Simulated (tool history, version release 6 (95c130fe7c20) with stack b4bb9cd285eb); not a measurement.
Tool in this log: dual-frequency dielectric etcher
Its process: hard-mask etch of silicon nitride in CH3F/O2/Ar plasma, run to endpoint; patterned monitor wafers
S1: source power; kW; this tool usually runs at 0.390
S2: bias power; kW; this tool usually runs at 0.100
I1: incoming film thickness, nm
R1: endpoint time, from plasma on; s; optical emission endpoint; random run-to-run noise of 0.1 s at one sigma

run 1 hour=0.0 | S1=0.390 S2=0.100 | I1=27.78 | R1=35.0
-- hour=14.7 wet clean of the chamber
run 2 hour=100.6 | S1=0.330 S2=0.100 | I1=27.43 | R1=36.1
run 3 hour=167.4 | S1=0.330 S2=0.100 | I1=27.72 | R1=36.6
run 4 hour=268.2 | S1=0.430 S2=0.100 | I1=27.61 | R1=33.3
run 5 hour=452.4 | S1=0.430 S2=0.100 | I1=27.52 | R1=33.6
-- hour=553.3 bias power generator calibrated
run 6 hour=553.8 | S1=0.390 S2=0.115 | I1=27.37 | R1=31.5
-- hour=636.9 wet clean of the chamber
run 7 hour=654.2 | S1=0.390 S2=0.115 | I1=27.49 | R1=31.1
run 8 hour=718.3 | S1=0.450 S2=0.113 | I1=27.43 | R1=29.8
run 9 hour=825.3 | S1=0.430 S2=0.100 | I1=27.64 | R1=32.6
-- hour=866.0 source power generator calibrated
run 10 hour=867.1 | S1=0.390 S2=0.100 | I1=27.36 | R1=33.7
-- hour=961.8 upper electrode replaced
run 11 hour=973.4 | S1=0.330 S2=0.083 | I1=27.46 | R1=40.1
run 12 hour=1059.2 | S1=0.300 S2=0.122 | I1=27.67 | R1=33.9
-- hour=1164.4 wet clean of the chamber
run 13 hour=1164.9 | S1=0.430 S2=0.123 | I1=27.29 | R1=28.9
run 14 hour=1229.1 | S1=0.390 S2=0.090 | I1=27.39 | R1=35.7

Here are 3 independent what-if runs from the current tool condition. What would each one return?
run A hour=1229.5 | S1=0.390 S2=0.111 | I1=27.44 | R1=?
run B hour=1229.5 | S1=0.480 S2=0.083 | I1=27.44 | R1=?
run C hour=1229.5 | S1=0.350 S2=0.083 | I1=27.44 | R1=?

run=A R1=31.7
run=B R1=34.5
run=C R1=38.7
Take away the tool's hidden state, keep each run's random variation, and the runs would have read:
run=A R1=31.3
run=B R1=34.0
run=C R1=38.2
